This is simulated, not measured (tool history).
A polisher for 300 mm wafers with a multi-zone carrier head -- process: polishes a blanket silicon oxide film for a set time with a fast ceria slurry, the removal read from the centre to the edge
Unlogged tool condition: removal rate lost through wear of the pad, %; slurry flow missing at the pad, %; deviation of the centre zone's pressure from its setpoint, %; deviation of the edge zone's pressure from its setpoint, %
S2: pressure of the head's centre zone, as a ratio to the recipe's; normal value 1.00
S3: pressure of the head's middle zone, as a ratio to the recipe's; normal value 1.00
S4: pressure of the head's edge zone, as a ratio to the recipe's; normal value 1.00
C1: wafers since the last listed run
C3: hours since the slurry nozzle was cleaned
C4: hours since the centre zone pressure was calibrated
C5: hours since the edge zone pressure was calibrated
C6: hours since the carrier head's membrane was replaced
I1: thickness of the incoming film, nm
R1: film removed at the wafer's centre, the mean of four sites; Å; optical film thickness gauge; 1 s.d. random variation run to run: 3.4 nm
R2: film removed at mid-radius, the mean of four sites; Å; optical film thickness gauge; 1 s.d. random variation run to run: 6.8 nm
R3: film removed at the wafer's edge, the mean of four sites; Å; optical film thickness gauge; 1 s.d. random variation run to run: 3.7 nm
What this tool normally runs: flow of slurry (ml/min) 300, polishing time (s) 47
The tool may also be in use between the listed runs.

run 1 hour=0.0 | flow_of_slurry_(ml/min)=300 S2=0.92 S3=1.00 S4=1.00 polishing_time_(s)=47 | C1=0 wafers_polished_on_this_pad=129 C3=122.4 C4=50.8 C5=999.6 C6=803.3 | I1=2880.4 | R1=5055 R2=5335 R3=5324
run 2 hour=16.7 | flow_of_slurry_(ml/min)=300 S2=0.92 S3=1.00 S4=1.00 polishing_time_(s)=47 | C1=131 wafers_polished_on_this_pad=261 C3=139.1 C4=67.5 C5=1016.3 C6=820.0 | I1=2818.1 | R1=5030 R2=5292 R3=5310
run 3 hour=33.5 | flow_of_slurry_(ml/min)=300 S2=1.00 S3=1.00 S4=1.00 polishing_time_(s)=47 | C1=132 wafers_polished_on_this_pad=393 C3=155.9 C4=84.3 C5=1033.1 C6=836.8 | I1=2781.7 | R1=5341 R2=5224 R3=5287
run 4 hour=40.5 | flow_of_slurry_(ml/min)=300 S2=1.00 S3=1.00 S4=1.00 polishing_time_(s)=47 | C1=55 wafers_polished_on_this_pad=448 C3=162.9 C4=91.3 C5=1040.1 C6=843.8 | I1=2821.5 | R1=5357 R2=5293 R3=5280
-- hour=51.8 carrier head's membrane replaced by a new one
run 5 hour=55.3 | flow_of_slurry_(ml/min)=300 S2=1.00 S3=1.00 S4=1.00 polishing_time_(s)=47 | C1=77 wafers_polished_on_this_pad=525 C3=177.7 C4=106.1 C5=1054.9 C6=3.5 | I1=2798.5 | R1=5339 R2=5376 R3=5307
run 6 hour=103.2 | flow_of_slurry_(ml/min)=375 S2=1.06 S3=1.00 S4=1.00 polishing_time_(s)=40 | C1=376 wafers_polished_on_this_pad=901 C3=225.6 C4=154.0 C5=1102.8 C6=51.4 | I1=2798.8 | R1=4854 R2=4658 R3=4582
-- hour=132.8 edge zone pressure recalibrated
-- hour=155.7 worn pad replaced by a new one
run 7 hour=156.2 | flow_of_slurry_(ml/min)=380 S2=1.00 S3=1.00 S4=0.88 polishing_time_(s)=47 | C1=369 wafers_polished_on_this_pad=3 C3=278.6 C4=207.0 C5=23.4 C6=104.4 | I1=2836.0 | R1=5488 R2=5452 R3=5222
run 8 hour=163.3 | flow_of_slurry_(ml/min)=300 S2=1.00 S3=1.00 S4=1.00 polishing_time_(s)=47 | C1=55 wafers_polished_on_this_pad=59 C3=285.7 C4=214.1 C5=30.5 C6=111.5 | I1=2804.3 | R1=5371 R2=5362 R3=5300
run 9 hour=170.7 | flow_of_slurry_(ml/min)=265 S2=0.91 S3=1.00 S4=1.00 polishing_time_(s)=47 | C1=58 wafers_polished_on_this_pad=117 C3=293.1 C4=221.5 C5=37.9 C6=118.9 | I1=2818.4 | R1=4949 R2=5273 R3=5220
run 10 hour=180.0 | flow_of_slurry_(ml/min)=300 S2=1.00 S3=1.00 S4=0.92 polishing_time_(s)=47 | C1=73 wafers_polished_on_this_pad=190 C3=302.4 C4=230.8 C5=47.2 C6=128.2 | I1=2789.0 | R1=5376 R2=5370 R3=5122
run 11 hour=193.0 | flow_of_slurry_(ml/min)=300 S2=1.00 S3=1.00 S4=1.00 polishing_time_(s)=47 | C1=102 wafers_polished_on_this_pad=293 C3=315.4 C4=243.8 C5=60.2 C6=141.2 | I1=2841.8 | R1=5340 R2=5351 R3=5288
-- hour=200.1 slurry nozzle cleaned
run 12 hour=210.1 | flow_of_slurry_(ml/min)=405 S2=1.00 S3=1.12 S4=1.07 polishing_time_(s)=63 | C1=126 wafers_polished_on_this_pad=419 C3=10.0 C4=260.9 C5=77.3 C6=158.3 | I1=2835.6 | R1=7450 R2=8161 R3=7401
run 13 hour=227.5 | flow_of_slurry_(ml/min)=300 S2=0.90 S3=1.00 S4=1.00 polishing_time_(s)=47 | C1=136 wafers_polished_on_this_pad=556 C3=27.4 C4=278.3 C5=94.7 C6=175.7 | I1=2768.0 | R1=4995 R2=5415 R3=5324
run 14 hour=233.9 | flow_of_slurry_(ml/min)=260 S2=1.00 S3=1.00 S4=1.00 polishing_time_(s)=37 | C1=50 wafers_polished_on_this_pad=606 C3=33.8 C4=284.7 C5=101.1 C6=182.1 | I1=2872.6 | R1=4175 R2=4259 R3=4111
run 15 hour=250.2 | flow_of_slurry_(ml/min)=300 S2=1.00 S3=0.91 S4=1.00 polishing_time_(s)=47 | C1=128 wafers_polished_on_this_pad=735 C3=50.1 C4=301.0 C5=117.4 C6=198.4 | I1=2824.9 | R1=5387 R2=4954 R3=5273
run 16 hour=258.0 | flow_of_slurry_(ml/min)=300 S2=1.05 S3=1.00 S4=1.06 polishing_time_(s)=52 | C1=61 wafers_polished_on_this_pad=796 C3=57.9 C4=308.8 C5=125.2 C6=206.2 | I1=2813.3 | R1=6199 R2=5889 R3=5992
run 17 hour=267.6 | flow_of_slurry_(ml/min)=240 S2=1.00 S3=1.00 S4=1.04 polishing_time_(s)=47 | C1=75 wafers_polished_on_this_pad=871 C3=67.5 C4=318.4 C5=134.8 C6=215.8 | I1=2812.9 | R1=5237 R2=5217 R3=5263
run 18 hour=280.8 | flow_of_slurry_(ml/min)=300 S2=1.00 S3=1.00 S4=1.00 polishing_time_(s)=47 | C1=103 wafers_polished_on_this_pad=975 C3=80.7 C4=331.6 C5=148.0 C6=229.0 | I1=2775.9 | R1=5445 R2=5360 R3=5313
run 19 hour=291.7 | flow_of_slurry_(ml/min)=300 S2=1.00 S3=1.00 S4=1.00 polishing_time_(s)=47 | C1=85 wafers_polished_on_this_pad=1061 C3=91.6 C4=342.5 C5=158.9 C6=239.9 | I1=2823.6 | R1=5397 R2=5494 R3=5328
run 20 hour=298.4 | flow_of_slurry_(ml/min)=300 S2=1.00 S3=1.00 S4=1.00 polishing_time_(s)=47 | C1=52 wafers_polished_on_this_pad=1114 C3=98.3 C4=349.2 C5=165.6 C6=246.6 | I1=2769.1 | R1=5418 R2=5379 R3=5292
run 21 hour=311.1 | flow_of_slurry_(ml/min)=240 S2=1.00 S3=1.00 S4=1.00 polishing_time_(s)=47 | C1=99 wafers_polished_on_this_pad=1213 C3=111.0 C4=361.9 C5=178.3 C6=259.3 | I1=2799.3 | R1=5230 R2=5182 R3=5150

What if the next run were any one of these 5? Each begins from the tool's condition after run 21:
run A hour=311.5 | flow_of_slurry_(ml/min)=300 S2=1.11 S3=1.00 S4=1.00 polishing_time_(s)=47 | C1=3 wafers_polished_on_this_pad=1217 C3=111.4 C4=362.3 C5=178.7 C6=259.7 | I1=2806.8 | R1=? R2=? R3=?
run B hour=311.5 | flow_of_slurry_(ml/min)=260 S2=1.08 S3=1.00 S4=1.00 polishing_time_(s)=47 | C1=3 wafers_polished_on_this_pad=1217 C3=111.4 C4=362.3 C5=178.7 C6=259.7 | I1=2806.8 | R1=? R2=? R3=?
run C hour=311.5 | flow_of_slurry_(ml/min)=300 S2=1.00 S3=1.00 S4=1.00 polishing_time_(s)=36 | C1=3 wafers_polished_on_this_pad=1217 C3=111.4 C4=362.3 C5=178.7 C6=259.7 | I1=2806.8 | R1=? R2=? R3=?
run D hour=311.5 | flow_of_slurry_(ml/min)=300 S2=1.00 S3=0.95 S4=1.00 polishing_time_(s)=47 | C1=3 wafers_polished_on_this_pad=1217 C3=111.4 C4=362.3 C5=178.7 C6=259.7 | I1=2806.8 | R1=? R2=? R3=?
run E hour=311.5 | flow_of_slurry_(ml/min)=370 S2=1.00 S3=0.90 S4=1.00 polishing_time_(s)=47 | C1=3 wafers_polished_on_this_pad=1217 C3=111.4 C4=362.3 C5=178.7 C6=259.7 | I1=2806.8 | R1=? R2=? R3=?

run=A R1=5925 R2=5281 R3=5213
run=B R1=5701 R2=5195 R3=5148
run=C R1=4205 R2=4047 R3=3993
run=D R1=5488 R2=5061 R3=5216
run=E R1=5608 R2=4934 R3=5299
Stripped of hidden state, with their random variation kept, the same runs would have yielded:
run=A R1=5834 R2=5282 R3=5213
run=B R1=5613 R2=5196 R3=5148
run=C R1=4141 R2=4047 R3=3993
run=D R1=5404 R2=5061 R3=5216
run=E R1=5521 R2=4934 R3=5299

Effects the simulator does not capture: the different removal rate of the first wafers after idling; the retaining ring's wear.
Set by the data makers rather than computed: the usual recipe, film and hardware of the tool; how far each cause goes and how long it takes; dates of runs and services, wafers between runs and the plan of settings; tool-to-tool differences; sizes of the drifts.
